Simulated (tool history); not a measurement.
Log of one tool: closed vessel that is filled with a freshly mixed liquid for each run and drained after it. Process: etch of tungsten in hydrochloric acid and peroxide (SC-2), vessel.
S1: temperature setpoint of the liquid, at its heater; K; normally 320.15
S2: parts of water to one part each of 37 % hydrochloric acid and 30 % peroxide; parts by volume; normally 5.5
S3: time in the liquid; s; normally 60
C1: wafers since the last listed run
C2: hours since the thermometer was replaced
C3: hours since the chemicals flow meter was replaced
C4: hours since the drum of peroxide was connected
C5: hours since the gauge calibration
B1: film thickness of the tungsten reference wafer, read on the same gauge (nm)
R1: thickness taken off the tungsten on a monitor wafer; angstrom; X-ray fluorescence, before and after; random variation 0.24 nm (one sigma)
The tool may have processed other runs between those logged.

run 1 hour=0.0 | S1=317.65 S2=5.5 S3=60 | C1=0 C2=1265.5 C3=915.5 C4=127.1 C5=1416.3 | B1=74.81 | R1=221.7
run 2 hour=173.0 | S1=317.65 S2=5.5 S3=60 | C1=22338 C2=1438.5 C3=1088.5 C4=300.1 C5=1589.3 | B1=74.90 | R1=225.2
-- hour=210.7 chemicals flow meter replaced
-- hour=227.0 gauge calibrated
run 3 hour=258.7 | S1=317.65 S2=5.5 S3=60 | C1=10936 C2=1524.2 C3=48.0 C4=385.8 C5=31.7 | B1=69.96 | R1=208.5
run 4 hour=340.3 | S1=320.15 S2=5.5 S3=60 | C1=10536 C2=1605.8 C3=129.6 C4=467.4 C5=113.3 | B1=70.60 | R1=251.1
run 5 hour=415.4 | S1=320.15 S2=5.5 S3=60 | C1=9697 C2=1680.9 C3=204.7 C4=542.5 C5=188.4 | B1=71.09 | R1=249.4
run 6 hour=482.7 | S1=320.15 S2=5.5 S3=60 | C1=8689 C2=1748.2 C3=272.0 C4=609.8 C5=255.7 | B1=71.46 | R1=253.0
run 7 hour=587.5 | S1=326.65 S2=5.5 S3=60 | C1=13531 C2=1853.0 C3=376.8 C4=714.6 C5=360.5 | B1=72.00 | R1=395.7
run 8 hour=630.5 | S1=320.15 S2=5.5 S3=70 | C1=5552 C2=1896.0 C3=419.8 C4=757.6 C5=403.5 | B1=72.20 | R1=300.2
-- hour=731.3 thermometer replaced
run 9 hour=814.2 | S1=312.65 S2=5.5 S3=60 | C1=23590 C2=82.9 C3=603.5 C4=941.3 C5=587.2 | B1=72.88 | R1=153.9
-- hour=903.1 new drum of peroxide connected
run 10 hour=904.8 | S1=312.65 S2=5.5 S3=60 | C1=11569 C2=173.5 C3=694.1 C4=1.7 C5=677.8 | B1=73.10 | R1=155.4
run 11 hour=986.5 | S1=312.65 S2=5.5 S3=60 | C1=10549 C2=255.2 C3=775.8 C4=83.4 C5=759.5 | B1=73.29 | R1=154.8
run 12 hour=1050.4 | S1=314.15 S2=5.5 S3=60 | C1=8250 C2=319.1 C3=839.7 C4=147.3 C5=823.4 | B1=73.46 | R1=172.5
run 13 hour=1095.7 | S1=320.15 S2=5.5 S3=60 | C1=5849 C2=364.4 C3=885.0 C4=192.6 C5=868.7 | B1=73.57 | R1=261.6
run 14 hour=1161.6 | S1=323.65 S2=4.0 S3=60 | C1=8509 C2=430.3 C3=950.9 C4=258.5 C5=934.6 | B1=73.66 | R1=415.9
run 15 hour=1205.6 | S1=314.15 S2=4.0 S3=40 | C1=5681 C2=474.3 C3=994.9 C4=302.5 C5=978.6 | B1=73.73 | R1=145.1
run 16 hour=1279.1 | S1=323.15 S2=4.0 S3=30 | C1=9490 C2=547.8 C3=1068.4 C4=376.0 C5=1052.1 | B1=73.80 | R1=202.3
-- hour=1336.2 chemicals flow meter replaced
run 17 hour=1381.2 | S1=320.15 S2=5.5 S3=60 | C1=13054 C2=649.9 C3=45.0 C4=478.1 C5=1154.2 | B1=73.93 | R1=256.8
run 18 hour=1437.4 | S1=314.15 S2=4.5 S3=60 | C1=7256 C2=706.1 C3=101.2 C4=534.3 C5=1210.4 | B1=73.98 | R1=200.8
run 19 hour=1489.8 | S1=320.15 S2=5.5 S3=60 | C1=6765 C2=758.5 C3=153.6 C4=586.7 C5=1262.8 | B1=74.07 | R1=265.2
run 20 hour=1566.3 | S1=314.65 S2=8.0 S3=40 | C1=9877 C2=835.0 C3=230.1 C4=663.2 C5=1339.3 | B1=74.09 | R1=90.4
run 21 hour=1665.7 | S1=323.65 S2=5.5 S3=60 | C1=12834 C2=934.4 C3=329.5 C4=762.6 C5=1438.7 | B1=74.16 | R1=331.3
run 22 hour=1741.5 | S1=323.65 S2=6.5 S3=85 | C1=9787 C2=1010.2 C3=405.3 C4=838.4 C5=1514.5 | B1=74.22 | R1=414.3
-- hour=1885.0 gauge calibrated
run 23 hour=1928.4 | S1=328.15 S2=5.5 S3=60 | C1=24132 C2=1197.1 C3=592.2 C4=1025.3 C5=43.4 | B1=70.51 | R1=428.3
run 24 hour=1998.7 | S1=320.15 S2=8.0 S3=85 | C1=9077 C2=1267.4 C3=662.5 C4=1095.6 C5=113.7 | B1=71.04 | R1=264.3
run 25 hour=2087.0 | S1=320.15 S2=5.5 S3=60 | C1=11401 C2=1355.7 C3=750.8 C4=1183.9 C5=202.0 | B1=71.64 | R1=253.1
run 26 hour=2169.7 | S1=320.15 S2=5.5 S3=60 | C1=10678 C2=1438.4 C3=833.5 C4=1266.6 C5=284.7 | B1=72.09 | R1=254.9
-- hour=2216.9 new drum of peroxide connected
run 27 hour=2469.4 | S1=320.15 S2=4.0 S3=60 | C1=38568 C2=1738.1 C3=1133.2 C4=252.5 C5=584.4 | B1=73.32 | R1=324.6

For run 28, what comes out?
run 28 hour=2545.9 | S1=320.15 S2=4.5 S3=80 | C1=9877 C2=1814.6 C3=1209.7 C4=329.0 C5=660.9 | B1=? | R1=?

{"run 28": {"B1": 73.57, "R1": 405.7}}
Take away the tool's hidden state, keep the run-to-run variation as it was, and the same run would have given R1 386.3 angstrom.

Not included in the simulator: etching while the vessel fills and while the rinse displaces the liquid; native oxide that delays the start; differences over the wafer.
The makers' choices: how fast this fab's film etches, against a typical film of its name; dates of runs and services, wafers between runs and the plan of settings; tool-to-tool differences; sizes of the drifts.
